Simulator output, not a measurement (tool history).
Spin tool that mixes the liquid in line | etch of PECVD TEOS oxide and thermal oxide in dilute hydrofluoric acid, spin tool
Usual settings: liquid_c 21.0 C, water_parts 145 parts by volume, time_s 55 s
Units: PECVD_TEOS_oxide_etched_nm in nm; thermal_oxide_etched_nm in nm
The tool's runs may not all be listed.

run	hour	liquid_c	water_parts	time_s	wafers since the last listed run	hours since the thermometer was replaced	hours since the hydrofluoric acid flow meter was replaced	hours since the gauge calibration	read-back film thickness of the PECVD TEOS oxide reference wafer, read on the same gauge (nm)	read-back film thickness of the thermal oxide reference wafer, read on the same gauge (nm)	PECVD_TEOS_oxide_etched_nm	thermal_oxide_etched_nm
1	0.0	22.0	145	55	0	2197.6	2099.5	23.1	79.990	150.017	3.626	1.340
2	12.3	21.0	145	55	181	2209.9	2111.8	35.4	80.030	150.034	3.515	1.306
3	22.3	21.0	145	55	147	2219.9	2121.8	45.4	80.031	150.000	3.497	1.298
4	33.1	21.0	145	55	158	2230.7	2132.6	56.2	79.996	149.947	3.469	1.308
5	68.9	21.0	145	55	526	2266.5	2168.4	92.0	80.000	150.019	3.489	1.288
6	77.5	21.0	145	45	126	2275.1	2177.0	100.6	79.995	150.003	2.835	1.077
7	90.6	21.0	145	55	192	2288.2	2190.1	113.7	80.000	150.048	3.469	1.284
8	101.0	21.0	145	55	153	2298.6	2200.5	124.1	80.028	149.953	3.472	1.272
9	118.8	21.0	145	55	261	2316.4	2218.3	141.9	79.962	150.037	3.480	1.312
# hour 127.3: hydrofluoric acid flow meter replaced
# hour 128.2: gauge calibrated
10	133.4	21.0	145	55	200	2331.0	6.1	5.2	80.031	149.984	3.985	1.488
11	156.7	19.5	180	75	342	2354.3	29.4	28.5	79.995	150.011	3.975	1.476
12	173.3	26.0	205	80	244	2370.9	46.0	45.1	80.010	150.021	4.639	1.701
# hour 188.2: thermometer replaced
13	218.4	21.0	145	55	649	30.2	91.1	90.2	79.970	150.045	3.976	1.463
14	232.1	21.0	175	55	201	43.9	104.8	103.9	79.991	150.063	3.177	1.175
15	248.7	18.5	145	55	244	60.5	121.4	120.5	79.938	150.009	3.611	1.347
16	255.1	21.0	210	25	94	66.9	127.8	126.9	79.976	149.961	1.169	0.429

Run 17 comes next. What will it give?
17	268.0	21.0	145	85	189	79.8	140.7	139.8	?	?	?	?

Run 17 gave read-back film thickness of the PECVD TEOS oxide reference wafer, read on the same gauge (nm) 80.043, read-back film thickness of the thermal oxide reference wafer, read on the same gauge (nm) 150.026, PECVD_TEOS_oxide_etched_nm 6.089 nm, thermal_oxide_etched_nm 2.223 nm.
Without the tool's hidden state the same run would have given PECVD_TEOS_oxide_etched_nm 6.199 nm, thermal_oxide_etched_nm 2.262 nm.
